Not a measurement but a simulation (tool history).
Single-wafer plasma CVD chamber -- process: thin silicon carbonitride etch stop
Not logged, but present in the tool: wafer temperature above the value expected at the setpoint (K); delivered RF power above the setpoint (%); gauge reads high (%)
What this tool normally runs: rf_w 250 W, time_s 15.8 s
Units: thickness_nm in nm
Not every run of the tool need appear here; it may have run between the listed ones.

| run | day | rf_w | time_s | wafers since the last listed run | hours since the last thermocouple change | hours since the last RF generator calibration | hours since the showerhead was replaced | hours since the gauge calibration | read-back reference wafer on the same gauge, thickness_nm | thickness_nm |
|---|---|---|---|---|---|---|---|---|---|---|
| 1 | 0.000 | 250 | 15.8 | 0 | 1694.5 | 518.4 | 5961.1 | 159.4 | 9.300 | 9.434 |
| 2 | 1.421 | 250 | 15.8 | 943 | 1728.6 | 552.5 | 5995.2 | 193.5 | 9.298 | 9.410 |
| 3 | 2.225 | 250 | 15.8 | 533 | 1747.9 | 571.8 | 6014.5 | 212.8 | 9.303 | 9.423 |
| 4 | 3.271 | 250 | 17.5 | 694 | 1773.0 | 596.9 | 6039.6 | 237.9 | 9.302 | 10.440 |
| 5 | 4.312 | 250 | 17.5 | 691 | 1798.0 | 621.9 | 6064.6 | 262.9 | 9.298 | 10.416 |
| 6 | 4.983 | 250 | 15.8 | 445 | 1814.1 | 638.0 | 6080.7 | 279.0 | 9.300 | 9.416 |
| 7 | 6.171 | 250 | 15.8 | 788 | 1842.6 | 666.5 | 6109.2 | 307.5 | 9.301 | 9.406 |
| 8 | 6.817 | 250 | 15.8 | 428 | 1858.1 | 682.0 | 6124.7 | 323.0 | 9.303 | 9.416 |
| 9 | 7.421 | 250 | 15.8 | 401 | 1872.6 | 696.5 | 6139.2 | 337.5 | 9.299 | 9.407 |
| 10 | 9.608 | 250 | 17.6 | 1452 | 1925.1 | 749.0 | 6191.7 | 390.0 | 9.297 | 10.445 |
| 11 | 10.567 | 250 | 17.6 | 636 | 1948.1 | 772.0 | 6214.7 | 413.0 | 9.300 | 10.450 |
| 12 | 11.917 | 220 | 15.8 | 896 | 1980.5 | 804.4 | 6247.1 | 445.4 | 9.303 | 9.066 |
| 13 | 15.458 | 220 | 15.8 | 2351 | 2065.5 | 889.4 | 6332.1 | 530.4 | 9.304 | 9.030 |
| 14 | 15.979 | 250 | 15.8 | 345 | 2078.0 | 901.9 | 6344.6 | 542.9 | 9.301 | 9.327 |
| 15 | 17.379 | 220 | 14.8 | 929 | 2111.6 | 935.5 | 6378.2 | 576.5 | 9.303 | 8.438 |
|  | 17.396 | gauge calibrated |
|  | 17.971 | RF generator calibrated |
| 16 | 18.525 | 275 | 15.8 | 539 | 2139.1 | 13.3 | 6405.7 | 27.1 | 9.301 | 9.750 |
| 17 | 19.754 | 250 | 15.8 | 815 | 2168.6 | 42.8 | 6435.2 | 56.6 | 9.303 | 9.475 |
| 18 | 21.133 | 200 | 12.9 | 915 | 2201.7 | 75.9 | 6468.3 | 89.7 | 9.301 | 7.299 |
| 19 | 22.238 | 290 | 16.7 | 732 | 2228.2 | 102.4 | 6494.8 | 116.2 | 9.297 | 10.452 |
| 20 | 22.812 | 235 | 18.9 | 381 | 2242.0 | 116.2 | 6508.6 | 130.0 | 9.300 | 11.178 |
|  | 23.150 | thermocouple changed; heater temperature recalibrated |
|  | 24.746 | showerhead replaced |
| 21 | 24.767 | 250 | 15.8 | 854 | 38.8 | 163.1 | 0.5 | 176.9 | 9.300 | 9.480 |
| 22 | 25.196 | 250 | 14.1 | 284 | 49.1 | 173.4 | 10.8 | 187.2 | 9.297 | 8.465 |
| 23 | 26.250 | 300 | 18.4 | 699 | 74.4 | 198.7 | 36.1 | 212.5 | 9.298 | 11.623 |
| 24 | 27.233 | 250 | 15.8 | 652 | 98.0 | 222.3 | 59.7 | 236.1 | 9.300 | 9.507 |
| 25 | 28.233 | 275 | 14.5 | 663 | 122.0 | 246.3 | 83.7 | 260.1 | 9.302 | 8.936 |
| 26 | 29.612 | 215 | 17.1 | 915 | 155.1 | 279.4 | 116.8 | 293.2 | 9.304 | 9.853 |
| 27 | 31.104 | 220 | 17.4 | 990 | 190.9 | 315.2 | 152.6 | 329.0 | 9.305 | 10.067 |
| 28 | 31.738 | 250 | 13.2 | 420 | 206.1 | 330.4 | 167.8 | 344.2 | 9.305 | 7.908 |

Across each entry between runs, compare the hidden state at the last listed run before it with the hidden state at the first listed run after it:
In the gap between runs 15 and 16: gauge calibrated (day 17.396); RF generator calibrated (day 17.971)
  delivered RF power above the setpoint (%): -7.88 -> -1.45
  difference, measured minus the result without the unlogged condition, thickness_nm: -0.188 -> -0.038 nm
In the gap between runs 20 and 21: thermocouple changed; heater temperature recalibrated (day 23.150); showerhead replaced (day 24.746)
  delivered RF power above the setpoint (%): -1.55 -> -1.64
  difference, measured minus the result without the unlogged condition, thickness_nm: -0.047 -> -0.043 nm
